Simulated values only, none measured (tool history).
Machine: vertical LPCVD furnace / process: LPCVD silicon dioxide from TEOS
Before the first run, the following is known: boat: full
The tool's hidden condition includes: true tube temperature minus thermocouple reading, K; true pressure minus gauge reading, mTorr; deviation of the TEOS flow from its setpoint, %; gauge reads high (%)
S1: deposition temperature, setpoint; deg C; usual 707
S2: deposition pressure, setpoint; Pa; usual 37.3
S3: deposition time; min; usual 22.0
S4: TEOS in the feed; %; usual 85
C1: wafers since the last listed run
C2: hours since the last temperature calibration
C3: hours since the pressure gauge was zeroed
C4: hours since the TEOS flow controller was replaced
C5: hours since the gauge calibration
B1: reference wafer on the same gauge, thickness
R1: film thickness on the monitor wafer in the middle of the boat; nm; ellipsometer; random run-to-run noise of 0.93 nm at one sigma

| run | hour | S1 | S2 | S3 | S4 | C1 | C2 | C3 | C4 | C5 | B1 | R1 |
|---|---|---|---|---|---|---|---|---|---|---|---|---|
| 1 | 0.0 | 707 | 37.3 | 22.0 | 92 | 0 | 4331.3 | 3351.5 | 3265.8 | 1179.3 | 198.64 | 216.37 |
| 2 | 35.4 | 707 | 37.3 | 22.0 | 85 | 316 | 4366.7 | 3386.9 | 3301.2 | 1214.7 | 198.51 | 207.94 |
| 3 | 105.7 | 707 | 37.3 | 22.0 | 85 | 628 | 4437.0 | 3457.2 | 3371.5 | 1285.0 | 198.65 | 208.61 |
| 4 | 145.1 | 707 | 37.3 | 22.0 | 85 | 352 | 4476.4 | 3496.6 | 3410.9 | 1324.4 | 198.66 | 207.78 |
|  | 226.4 | TEOS flow controller replaced |
|  | 227.1 | thermocouples replaced and temperature profile calibrated |
| 5 | 238.0 | 707 | 37.3 | 22.0 | 85 | 609 | 10.9 | 3589.5 | 11.6 | 1417.3 | 198.31 | 207.65 |
| 6 | 302.4 | 707 | 32.0 | 22.0 | 92 | 575 | 75.3 | 3653.9 | 76.0 | 1481.7 | 198.70 | 201.98 |
| 7 | 354.8 | 707 | 32.0 | 22.0 | 92 | 468 | 127.7 | 3706.3 | 128.4 | 1534.1 | 198.74 | 201.23 |
| 8 | 393.1 | 707 | 32.0 | 22.0 | 92 | 342 | 166.0 | 3744.6 | 166.7 | 1572.4 | 198.37 | 199.75 |
| 9 | 458.1 | 707 | 30.0 | 22.0 | 85 | 581 | 231.0 | 3809.6 | 231.7 | 1637.4 | 198.83 | 186.61 |
| 10 | 524.5 | 699 | 40.0 | 22.0 | 85 | 593 | 297.4 | 3876.0 | 298.1 | 1703.8 | 198.41 | 179.69 |
| 11 | 569.6 | 707 | 32.0 | 22.0 | 92 | 403 | 342.5 | 3921.1 | 343.2 | 1748.9 | 198.65 | 201.38 |
| 12 | 620.8 | 707 | 42.0 | 22.0 | 97 | 457 | 393.7 | 3972.3 | 394.4 | 1800.1 | 198.50 | 237.46 |
|  | 651.2 | pressure gauge zeroed |
| 13 | 678.1 | 707 | 37.3 | 22.0 | 97 | 297 | 451.0 | 26.9 | 451.7 | 1857.4 | 198.44 | 224.39 |
| 14 | 742.2 | 707 | 37.3 | 22.0 | 85 | 573 | 515.1 | 91.0 | 515.8 | 1921.5 | 198.94 | 208.89 |
|  | 792.2 | gauge calibrated |
| 15 | 811.6 | 717 | 37.3 | 16.5 | 79 | 620 | 584.5 | 160.4 | 585.2 | 19.4 | 193.30 | 184.30 |
| 16 | 875.7 | 714 | 28.0 | 15.0 | 95 | 573 | 648.6 | 224.5 | 649.3 | 83.5 | 193.82 | 148.90 |
| 17 | 935.3 | 707 | 37.3 | 22.0 | 85 | 532 | 708.2 | 284.1 | 708.9 | 143.1 | 194.47 | 201.50 |
| 18 | 1005.1 | 707 | 37.3 | 22.0 | 85 | 624 | 778.0 | 353.9 | 778.7 | 212.9 | 194.71 | 204.28 |
| 19 | 1046.0 | 698 | 34.7 | 22.0 | 71 | 365 | 818.9 | 394.8 | 819.6 | 253.8 | 194.59 | 146.31 |
| 20 | 1108.4 | 707 | 37.3 | 18.0 | 97 | 557 | 881.3 | 457.2 | 882.0 | 316.2 | 195.10 | 179.16 |
| 21 | 1175.3 | 716 | 46.7 | 16.0 | 94 | 598 | 948.2 | 524.1 | 948.9 | 383.1 | 196.03 | 214.76 |
| 22 | 1232.6 | 703 | 37.3 | 22.0 | 79 | 512 | 1005.5 | 581.4 | 1006.2 | 440.4 | 196.00 | 180.27 |
| 23 | 1263.0 | 707 | 37.3 | 22.0 | 80 | 271 | 1035.9 | 611.8 | 1036.6 | 470.8 | 196.30 | 200.14 |
| 24 | 1289.1 | 697 | 40.0 | 22.0 | 97 | 233 | 1062.0 | 637.9 | 1062.7 | 496.9 | 196.37 | 179.31 |
| 25 | 1329.2 | 707 | 32.0 | 27.0 | 94 | 358 | 1102.1 | 678.0 | 1102.8 | 537.0 | 196.18 | 247.29 |
| 26 | 1382.2 | 707 | 37.3 | 22.0 | 80 | 473 | 1155.1 | 731.0 | 1155.8 | 590.0 | 196.30 | 201.84 |
| 27 | 1436.1 | 707 | 32.0 | 22.0 | 92 | 481 | 1209.0 | 784.9 | 1209.7 | 643.9 | 196.78 | 198.27 |
| 28 | 1472.1 | 707 | 37.3 | 22.0 | 85 | 321 | 1245.0 | 820.9 | 1245.7 | 679.9 | 196.57 | 207.77 |
| 29 | 1522.9 | 711 | 37.3 | 26.5 | 72 | 454 | 1295.8 | 871.7 | 1296.5 | 730.7 | 197.27 | 250.45 |
| 30 | 1585.3 | 717 | 37.3 | 17.0 | 85 | 557 | 1358.2 | 934.1 | 1358.9 | 793.1 | 197.67 | 200.77 |

Table of differences, measured result less the result of that run with no hidden state. Run-to-run variation is the same in both. Gauge scatter possibly is not:
| run | R1 |
|---|---|
| 1 | +6.63 |
| 2 | +6.44 |
| 3 | +6.58 |
| 4 | +6.61 |
| 5 | +6.74 |
| 6 | +6.63 |
| 7 | +6.66 |
| 8 | +6.65 |
| 9 | +6.28 |
| 10 | +6.10 |
| 11 | +6.87 |
| 12 | +8.15 |
| 13 | +7.74 |
| 14 | +7.25 |
| 15 | +0.98 |
| 16 | +1.22 |
| 17 | +2.14 |
| 18 | +2.71 |
| 19 | +2.15 |
| 20 | +3.00 |
| 21 | +4.01 |
| 22 | +3.64 |
| 23 | +4.20 |
| 24 | +3.87 |
| 25 | +5.56 |
| 26 | +4.77 |
| 27 | +4.90 |
| 28 | +5.27 |
| 29 | +6.57 |
| 30 | +5.48 |

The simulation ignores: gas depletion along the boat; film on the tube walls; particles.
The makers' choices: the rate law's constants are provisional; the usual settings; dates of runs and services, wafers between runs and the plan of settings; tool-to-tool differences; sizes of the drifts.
